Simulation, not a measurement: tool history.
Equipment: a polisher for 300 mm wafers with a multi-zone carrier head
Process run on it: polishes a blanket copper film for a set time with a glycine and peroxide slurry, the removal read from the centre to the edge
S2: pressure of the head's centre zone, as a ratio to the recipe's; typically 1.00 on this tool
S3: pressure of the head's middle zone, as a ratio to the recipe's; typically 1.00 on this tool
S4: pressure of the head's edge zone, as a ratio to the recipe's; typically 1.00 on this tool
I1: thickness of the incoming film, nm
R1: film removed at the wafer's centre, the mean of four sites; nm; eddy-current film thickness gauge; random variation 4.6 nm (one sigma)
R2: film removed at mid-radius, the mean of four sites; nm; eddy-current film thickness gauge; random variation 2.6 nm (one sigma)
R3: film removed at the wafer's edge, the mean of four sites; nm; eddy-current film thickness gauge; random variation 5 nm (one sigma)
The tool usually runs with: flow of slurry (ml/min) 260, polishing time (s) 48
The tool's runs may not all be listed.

{"run": 1, "hour": 0.0, "flow of slurry (ml/min)": 260, "S2": 0.91, "S3": 1.0, "S4": 1.0, "polishing time (s)": 48, "I1": 1856.1, "R1": 327.3, "R2": 355.5, "R3": 357.7}
{"run": 2, "hour": 25.3, "flow of slurry (ml/min)": 260, "S2": 0.91, "S3": 1.0, "S4": 1.0, "polishing time (s)": 48, "I1": 1848.9, "R1": 330.1, "R2": 352.4, "R3": 344.0}
{"hour": 51.6, "done": "slurry nozzle cleaned"}
{"run": 3, "hour": 90.9, "flow of slurry (ml/min)": 260, "S2": 0.91, "S3": 1.0, "S4": 1.0, "polishing time (s)": 48, "I1": 1832.8, "R1": 328.0, "R2": 358.0, "R3": 351.6}
{"hour": 133.9, "done": "centre zone pressure recalibrated"}
{"run": 4, "hour": 147.9, "flow of slurry (ml/min)": 305, "S2": 1.0, "S3": 1.0, "S4": 1.0, "polishing time (s)": 48, "I1": 1822.6, "R1": 359.5, "R2": 362.1, "R3": 358.4}
{"hour": 159.3, "done": "worn pad replaced by a new one"}
{"run": 5, "hour": 218.2, "flow of slurry (ml/min)": 305, "S2": 1.0, "S3": 1.0, "S4": 1.0, "polishing time (s)": 48, "I1": 1839.1, "R1": 355.9, "R2": 365.8, "R3": 368.5}
{"run": 6, "hour": 261.0, "flow of slurry (ml/min)": 305, "S2": 1.0, "S3": 1.0, "S4": 1.0, "polishing time (s)": 48, "I1": 1813.5, "R1": 363.6, "R2": 361.3, "R3": 355.6}
{"hour": 283.3, "done": "slurry nozzle cleaned"}
{"hour": 288.0, "done": "carrier head's membrane replaced by a new one"}
{"run": 7, "hour": 321.9, "flow of slurry (ml/min)": 260, "S2": 1.0, "S3": 1.0, "S4": 1.0, "polishing time (s)": 48, "I1": 1839.9, "R1": 358.9, "R2": 353.3, "R3": 352.3}
{"hour": 359.8, "done": "edge zone pressure recalibrated"}
{"run": 8, "hour": 369.8, "flow of slurry (ml/min)": 260, "S2": 1.0, "S3": 1.0, "S4": 1.0, "polishing time (s)": 48, "I1": 1849.6, "R1": 365.3, "R2": 354.7, "R3": 345.7}
{"hour": 401.9, "done": "worn pad replaced by a new one"}
{"run": 9, "hour": 434.4, "flow of slurry (ml/min)": 260, "S2": 1.0, "S3": 1.0, "S4": 1.0, "polishing time (s)": 48, "I1": 1814.9, "R1": 358.9, "R2": 349.8, "R3": 361.3}
{"run": 10, "hour": 496.7, "flow of slurry (ml/min)": 260, "S2": 1.0, "S3": 1.0, "S4": 1.0, "polishing time (s)": 48, "I1": 1821.4, "R1": 352.5, "R2": 355.3, "R3": 345.5}
{"hour": 525.5, "done": "slurry nozzle cleaned"}
{"run": 11, "hour": 556.2, "flow of slurry (ml/min)": 260, "S2": 1.0, "S3": 1.05, "S4": 1.0, "polishing time (s)": 64, "I1": 1848.2, "R1": 482.8, "R2": 488.3, "R3": 473.7}
{"run": 12, "hour": 581.0, "flow of slurry (ml/min)": 260, "S2": 0.91, "S3": 1.0, "S4": 1.0, "polishing time (s)": 48, "I1": 1835.4, "R1": 325.3, "R2": 350.6, "R3": 352.0}
{"hour": 624.4, "done": "worn pad replaced by a new one"}
{"run": 13, "hour": 635.9, "flow of slurry (ml/min)": 260, "S2": 1.0, "S3": 1.0, "S4": 1.0, "polishing time (s)": 48, "I1": 1831.2, "R1": 364.0, "R2": 351.3, "R3": 350.8}
{"run": 14, "hour": 660.6, "flow of slurry (ml/min)": 260, "S2": 1.0, "S3": 1.0, "S4": 1.0, "polishing time (s)": 48, "I1": 1791.6, "R1": 355.0, "R2": 355.7, "R3": 358.2}
{"hour": 687.1, "done": "centre zone pressure recalibrated"}
{"run": 15, "hour": 705.3, "flow of slurry (ml/min)": 260, "S2": 1.0, "S3": 1.0, "S4": 0.94, "polishing time (s)": 48, "I1": 1862.8, "R1": 360.5, "R2": 355.1, "R3": 341.6}
{"hour": 720.5, "done": "slurry nozzle cleaned"}
{"run": 16, "hour": 755.6, "flow of slurry (ml/min)": 260, "S2": 1.0, "S3": 0.89, "S4": 1.0, "polishing time (s)": 65, "I1": 1829.7, "R1": 480.6, "R2": 446.2, "R3": 482.3}
{"run": 17, "hour": 781.6, "flow of slurry (ml/min)": 260, "S2": 0.95, "S3": 1.0, "S4": 1.0, "polishing time (s)": 48, "I1": 1833.2, "R1": 333.7, "R2": 355.0, "R3": 349.3}
{"hour": 806.0, "done": "worn pad replaced by a new one"}
{"run": 18, "hour": 833.0, "flow of slurry (ml/min)": 260, "S2": 1.1, "S3": 1.11, "S4": 1.0, "polishing time (s)": 48, "I1": 1860.4, "R1": 391.5, "R2": 379.3, "R3": 356.7}
{"hour": 845.5, "done": "edge zone pressure recalibrated"}
{"run": 19, "hour": 871.2, "flow of slurry (ml/min)": 325, "S2": 0.89, "S3": 1.0, "S4": 1.0, "polishing time (s)": 63, "I1": 1822.0, "R1": 419.7, "R2": 478.1, "R3": 477.4}
{"run": 20, "hour": 904.5, "flow of slurry (ml/min)": 260, "S2": 0.95, "S3": 1.12, "S4": 1.0, "polishing time (s)": 35, "I1": 1849.7, "R1": 240.5, "R2": 276.8, "R3": 258.6}
{"hour": 907.0, "done": "slurry nozzle cleaned"}
{"run": 21, "hour": 940.5, "flow of slurry (ml/min)": 170, "S2": 1.1, "S3": 1.0, "S4": 1.07, "polishing time (s)": 48, "I1": 1822.3, "R1": 381.1, "R2": 335.1, "R3": 346.2}

Forecast each of these 5 alternatives for the next run:
{"run": "A", "hour": 940.9, "flow of slurry (ml/min)": 325, "S2": 1.0, "S3": 1.0, "S4": 1.0, "polishing time (s)": 48, "I1": 1826.5, "R1": "?", "R2": "?", "R3": "?"}
{"run": "B", "hour": 940.9, "flow of slurry (ml/min)": 260, "S2": 1.0, "S3": 0.96, "S4": 1.0, "polishing time (s)": 48, "I1": 1826.5, "R1": "?", "R2": "?", "R3": "?"}
{"run": "C", "hour": 940.9, "flow of slurry (ml/min)": 260, "S2": 1.1, "S3": 1.06, "S4": 1.07, "polishing time (s)": 32, "I1": 1826.5, "R1": "?", "R2": "?", "R3": "?"}
{"run": "D", "hour": 940.9, "flow of slurry (ml/min)": 260, "S2": 1.0, "S3": 1.1, "S4": 0.88, "polishing time (s)": 48, "I1": 1826.5, "R1": "?", "R2": "?", "R3": "?"}
{"run": "E", "hour": 940.9, "flow of slurry (ml/min)": 260, "S2": 1.05, "S3": 1.07, "S4": 1.0, "polishing time (s)": 48, "I1": 1826.5, "R1": "?", "R2": "?", "R3": "?"}

run=A R1=365.4 R2=359.2 R3=358.5
run=B R1=357.4 R2=343.4 R3=353.3
run=C R1=262.4 R2=243.5 R3=242.5
run=D R1=357.7 R2=374.3 R3=334.3
run=E R1=375.7 R2=367.6 R3=353.0
Without the tool's hidden state the same runs would have given:
run=A R1=365.4 R2=359.2 R3=358.5
run=B R1=357.4 R2=343.4 R3=353.3
run=C R1=262.4 R2=243.5 R3=242.5
run=D R1=357.7 R2=374.3 R3=334.3
run=E R1=375.7 R2=367.6 R3=353.0

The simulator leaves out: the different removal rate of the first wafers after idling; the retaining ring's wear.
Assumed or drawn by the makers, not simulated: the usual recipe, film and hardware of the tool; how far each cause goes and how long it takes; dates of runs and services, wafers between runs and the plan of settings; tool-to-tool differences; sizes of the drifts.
